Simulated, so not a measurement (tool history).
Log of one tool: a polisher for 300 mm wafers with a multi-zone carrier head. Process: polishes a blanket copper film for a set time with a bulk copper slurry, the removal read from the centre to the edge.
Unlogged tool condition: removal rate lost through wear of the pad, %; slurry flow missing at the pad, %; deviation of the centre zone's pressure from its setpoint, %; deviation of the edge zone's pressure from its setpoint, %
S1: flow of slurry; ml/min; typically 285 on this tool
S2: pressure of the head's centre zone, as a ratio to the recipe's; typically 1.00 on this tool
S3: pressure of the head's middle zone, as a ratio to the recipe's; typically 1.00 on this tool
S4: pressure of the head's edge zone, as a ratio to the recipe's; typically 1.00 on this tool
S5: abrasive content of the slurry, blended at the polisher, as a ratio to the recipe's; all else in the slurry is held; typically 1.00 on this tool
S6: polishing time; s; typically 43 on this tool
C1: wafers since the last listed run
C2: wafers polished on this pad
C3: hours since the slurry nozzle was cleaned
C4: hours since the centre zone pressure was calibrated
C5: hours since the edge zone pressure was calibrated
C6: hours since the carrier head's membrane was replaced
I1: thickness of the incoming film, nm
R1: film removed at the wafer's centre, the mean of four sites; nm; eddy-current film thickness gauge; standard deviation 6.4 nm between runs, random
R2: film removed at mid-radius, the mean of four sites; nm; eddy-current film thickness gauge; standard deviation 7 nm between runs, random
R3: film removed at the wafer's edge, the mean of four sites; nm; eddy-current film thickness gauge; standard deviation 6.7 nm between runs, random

run,hour,S1,S2,S3,S4,S5,S6,C1,C2,C3,C4,C5,C6,I1,R1,R2,R3
1,0.0,285,1.00,1.00,1.00,1.00,39,0,1002,215.6,316.0,532.7,812.2,2187.3,378.6,360.8,383.5
# hour 14.6: worn pad replaced by a new one
2,18.8,285,1.03,1.00,1.00,1.00,43,94,26,234.4,334.8,551.5,831.0,2177.1,499.2,466.4,486.1
3,48.5,285,1.00,0.95,1.00,1.00,43,188,215,264.1,364.5,581.2,860.7,2231.1,470.5,439.4,470.4
4,75.7,285,1.00,0.95,1.00,1.00,43,173,388,291.3,391.7,608.4,887.9,2159.6,468.1,435.4,463.5
5,88.8,285,1.00,0.95,1.00,1.00,43,83,472,304.4,404.8,621.5,901.0,2204.9,455.9,419.5,450.1
# hour 100.9: slurry nozzle cleaned
6,105.4,285,1.00,0.96,1.05,1.00,43,99,571,4.5,421.4,638.1,917.6,2161.5,452.8,419.9,462.8
7,125.6,285,1.00,0.96,1.05,1.00,43,128,699,24.7,441.6,658.3,937.8,2202.7,443.1,412.0,465.3
8,163.8,285,1.00,0.96,1.05,1.00,43,243,942,62.9,479.8,696.5,976.0,2195.2,433.2,401.6,429.8
# hour 191.5: centre zone pressure recalibrated
# hour 194.4: worn pad replaced by a new one
9,194.9,285,1.00,1.00,1.00,1.00,35,166,2,94.0,3.4,727.6,1007.1,2170.4,393.2,382.6,380.9
# hour 207.3: carrier head's membrane replaced by a new one
10,220.6,285,1.00,1.00,1.00,1.00,35,131,134,119.7,29.1,753.3,13.3,2166.7,380.6,382.5,388.2
11,240.1,285,1.00,1.00,1.00,1.00,35,124,258,139.2,48.6,772.8,32.8,2159.2,378.9,374.4,376.1
12,254.5,285,1.00,1.00,1.00,1.00,43,91,350,153.6,63.0,787.2,47.2,2198.5,452.0,451.6,454.2
13,276.8,285,1.00,1.00,0.94,1.00,58,141,492,175.9,85.3,809.5,69.5,2186.7,609.5,576.1,578.4
14,297.0,285,1.00,0.88,0.89,1.00,48,128,620,196.1,105.5,829.7,89.7,2176.7,498.5,427.3,460.4
15,323.8,375,1.00,1.00,1.00,1.00,43,170,791,222.9,132.3,856.5,116.5,2221.3,450.7,436.6,446.9
16,346.0,230,1.00,1.00,1.00,1.00,58,141,932,245.1,154.5,878.7,138.7,2162.3,562.0,546.2,558.2
# hour 351.0: worn pad replaced by a new one
17,366.1,285,0.94,1.00,1.10,0.80,55,102,96,265.2,174.6,898.8,158.8,2174.4,542.1,570.1,624.4
18,392.7,285,1.00,1.00,1.00,1.00,43,169,265,291.8,201.2,925.4,185.4,2196.3,460.2,462.0,464.4
# hour 395.0: edge zone pressure recalibrated
# hour 454.3: slurry nozzle cleaned
19,458.6,285,1.00,1.00,1.00,1.00,31,400,665,4.3,267.1,63.6,251.3,2172.5,315.4,310.3,318.9
20,471.4,285,1.00,1.00,1.00,1.25,36,81,746,17.1,279.9,76.4,264.1,2157.6,389.5,363.3,393.4
# hour 496.7: worn pad replaced by a new one
21,578.9,285,1.00,1.00,1.00,1.00,43,658,522,124.6,387.4,183.9,371.6,2174.7,446.4,439.0,455.1

Measured minus without-hidden-state, run by run (identical run-to-run variation in each term; gauge scatter may differ):
run,R1,R2,R3
1,-61.7,-58.9,-62.6
2,-5.0,-4.7,-4.9
3,-15.1,-14.0,-15.0
4,-24.8,-23.1,-24.6
5,-28.9,-26.7,-28.6
6,-34.8,-32.3,-35.6
7,-41.7,-38.7,-43.7
8,-55.3,-51.1,-54.8
9,-6.6,-6.5,-6.4
10,-13.7,-13.9,-14.0
11,-19.5,-19.2,-19.2
12,-28.3,-28.3,-28.5
13,-49.3,-46.6,-46.8
14,-48.8,-41.8,-45.1
15,-54.6,-53.0,-54.3
16,-79.5,-77.4,-79.1
17,-11.2,-11.8,-12.9
18,-18.8,-18.9,-18.9
19,-29.8,-29.2,-30.0
20,-40.9,-38.2,-41.3
21,-32.5,-32.0,-33.1
